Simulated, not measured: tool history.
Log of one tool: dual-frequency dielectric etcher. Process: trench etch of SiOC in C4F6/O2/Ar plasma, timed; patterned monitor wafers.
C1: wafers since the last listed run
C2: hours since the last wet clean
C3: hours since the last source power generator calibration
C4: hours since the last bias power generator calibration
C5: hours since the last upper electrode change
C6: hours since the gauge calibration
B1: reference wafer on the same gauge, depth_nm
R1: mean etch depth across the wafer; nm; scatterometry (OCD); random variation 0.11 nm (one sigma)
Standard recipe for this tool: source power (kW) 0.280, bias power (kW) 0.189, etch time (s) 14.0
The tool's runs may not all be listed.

run 1 hour=0.0 | source_power_(kW)=0.280 bias_power_(kW)=0.189 etch_time_(s)=14.0 | C1=0 C2=320.2 C3=1936.5 C4=4649.3 C5=6536.8 C6=32.1 | B1=31.82 | R1=26.69
run 2 hour=7.7 | source_power_(kW)=0.280 bias_power_(kW)=0.189 etch_time_(s)=14.0 | C1=170 C2=327.9 C3=1944.2 C4=4657.0 C5=6544.5 C6=39.8 | B1=31.83 | R1=26.77
run 3 hour=20.2 | source_power_(kW)=0.280 bias_power_(kW)=0.189 etch_time_(s)=14.0 | C1=276 C2=340.4 C3=1956.7 C4=4669.5 C5=6557.0 C6=52.3 | B1=31.80 | R1=26.80
run 4 hour=38.0 | source_power_(kW)=0.280 bias_power_(kW)=0.189 etch_time_(s)=14.0 | C1=393 C2=358.2 C3=1974.5 C4=4687.3 C5=6574.8 C6=70.1 | B1=31.80 | R1=26.85
-- hour=69.1 upper electrode replaced
-- hour=80.6 wet clean of the chamber
run 5 hour=81.1 | source_power_(kW)=0.280 bias_power_(kW)=0.189 etch_time_(s)=14.0 | C1=169 C2=0.5 C3=2017.6 C4=4730.4 C5=12.0 C6=113.2 | B1=31.78 | R1=26.74
run 6 hour=81.4 | source_power_(kW)=0.280 bias_power_(kW)=0.189 etch_time_(s)=14.0 | C1=6 C2=0.8 C3=2017.9 C4=4730.7 C5=12.3 C6=113.5 | B1=31.75 | R1=27.01
run 7 hour=81.7 | source_power_(kW)=0.280 bias_power_(kW)=0.189 etch_time_(s)=14.0 | C1=6 C2=1.1 C3=2018.2 C4=4731.0 C5=12.6 C6=113.8 | B1=31.80 | R1=26.84
run 8 hour=87.3 | source_power_(kW)=0.310 bias_power_(kW)=0.173 etch_time_(s)=16.0 | C1=123 C2=6.7 C3=2023.8 C4=4736.6 C5=18.2 C6=119.4 | B1=31.81 | R1=30.81
-- hour=96.1 source power generator calibrated
-- hour=102.0 bias power generator calibrated
run 9 hour=104.9 | source_power_(kW)=0.280 bias_power_(kW)=0.226 etch_time_(s)=14.0 | C1=212 C2=24.3 C3=8.8 C4=2.9 C5=35.8 C6=137.0 | B1=31.80 | R1=28.57
run 10 hour=115.6 | source_power_(kW)=0.260 bias_power_(kW)=0.165 etch_time_(s)=16.5 | C1=236 C2=35.0 C3=19.5 C4=13.6 C5=46.5 C6=147.7 | B1=31.83 | R1=29.38
-- hour=123.6 gauge calibrated
run 11 hour=128.9 | source_power_(kW)=0.280 bias_power_(kW)=0.189 etch_time_(s)=14.0 | C1=293 C2=48.3 C3=32.8 C4=26.9 C5=59.8 C6=5.3 | B1=31.82 | R1=26.66
run 12 hour=143.7 | source_power_(kW)=0.220 bias_power_(kW)=0.149 etch_time_(s)=14.0 | C1=326 C2=63.1 C3=47.6 C4=41.7 C5=74.6 C6=20.1 | B1=31.76 | R1=22.21
run 13 hour=160.3 | source_power_(kW)=0.280 bias_power_(kW)=0.189 etch_time_(s)=10.0 | C1=366 C2=79.7 C3=64.2 C4=58.3 C5=91.2 C6=36.7 | B1=31.83 | R1=19.20
run 14 hour=174.3 | source_power_(kW)=0.280 bias_power_(kW)=0.145 etch_time_(s)=12.5 | C1=309 C2=93.7 C3=78.2 C4=72.3 C5=105.2 C6=50.7 | B1=31.81 | R1=21.78

How the hidden state differs across the entries between the runs, from the last listed run before each to the first after it:
Logged between run 4 and run 5: upper electrode replaced (hour 69.1); wet clean of the chamber (hour 80.6)
  nothing in the hidden state changes from one run to the other
Logged between run 8 and run 9: source power generator calibrated (hour 96.1); bias power generator calibrated (hour 102.0)
  nothing in the hidden state changes from one run to the other
Logged between run 10 and run 11: gauge calibrated (hour 123.6)
  nothing in the hidden state changes from one run to the other
